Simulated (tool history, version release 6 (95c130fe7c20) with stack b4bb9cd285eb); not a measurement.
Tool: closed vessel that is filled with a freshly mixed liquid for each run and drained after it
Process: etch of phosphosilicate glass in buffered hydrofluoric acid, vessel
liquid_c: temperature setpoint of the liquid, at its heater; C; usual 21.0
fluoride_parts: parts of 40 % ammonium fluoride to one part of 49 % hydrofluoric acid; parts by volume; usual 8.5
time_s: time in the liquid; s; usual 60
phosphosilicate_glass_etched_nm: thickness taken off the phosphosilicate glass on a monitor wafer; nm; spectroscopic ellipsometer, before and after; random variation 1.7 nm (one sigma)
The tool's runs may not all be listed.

| run | hour | liquid_c | fluoride_parts | time_s | read-back film thickness of the phosphosilicate glass reference wafer, read on the same gauge (nm) | phosphosilicate_glass_etched_nm |
|---|---|---|---|---|---|---|
| 1 | 0.0 | 21.0 | 8.5 | 60 | 49.99 | 299.62 |
| 2 | 31.1 | 23.0 | 8.5 | 60 | 50.01 | 333.85 |
| 3 | 43.6 | 23.0 | 8.5 | 60 | 50.00 | 331.51 |
| 4 | 62.1 | 23.0 | 8.5 | 60 | 50.02 | 332.41 |
| 5 | 90.9 | 21.0 | 7.5 | 60 | 49.97 | 338.75 |
| 6 | 112.8 | 21.0 | 8.5 | 60 | 50.00 | 295.65 |
| 7 | 131.2 | 21.0 | 8.5 | 60 | 50.00 | 295.37 |
| 8 | 166.8 | 21.0 | 8.5 | 60 | 49.99 | 295.72 |
|  | 172.5 | thermometer replaced |
|  | 189.5 | hydrofluoric acid flow meter replaced |
| 9 | 200.3 | 21.0 | 8.5 | 60 | 49.99 | 315.68 |
| 10 | 234.2 | 23.0 | 6.0 | 50 | 49.98 | 407.39 |
| 11 | 255.3 | 19.0 | 11.0 | 85 | 49.99 | 315.49 |
| 12 | 285.6 | 21.0 | 8.5 | 60 | 50.00 | 308.50 |
|  | 322.2 | gauge calibrated |
| 13 | 367.0 | 18.5 | 9.5 | 60 | 49.99 | 244.30 |
| 14 | 392.0 | 21.0 | 8.5 | 60 | 49.99 | 308.75 |
| 15 | 405.2 | 21.0 | 5.0 | 60 | 50.00 | 507.67 |

Forecast run 16:
| 16 | 430.5 | 25.0 | 8.5 | 60 | ? | ? |

read-back film thickness of the phosphosilicate glass reference wafer, read on the same gauge (nm): 50.02
phosphosilicate_glass_etched_nm: 388.62 nm
Without the tool's hidden state the same run would have given phosphosilicate_glass_etched_nm 395.27 nm.
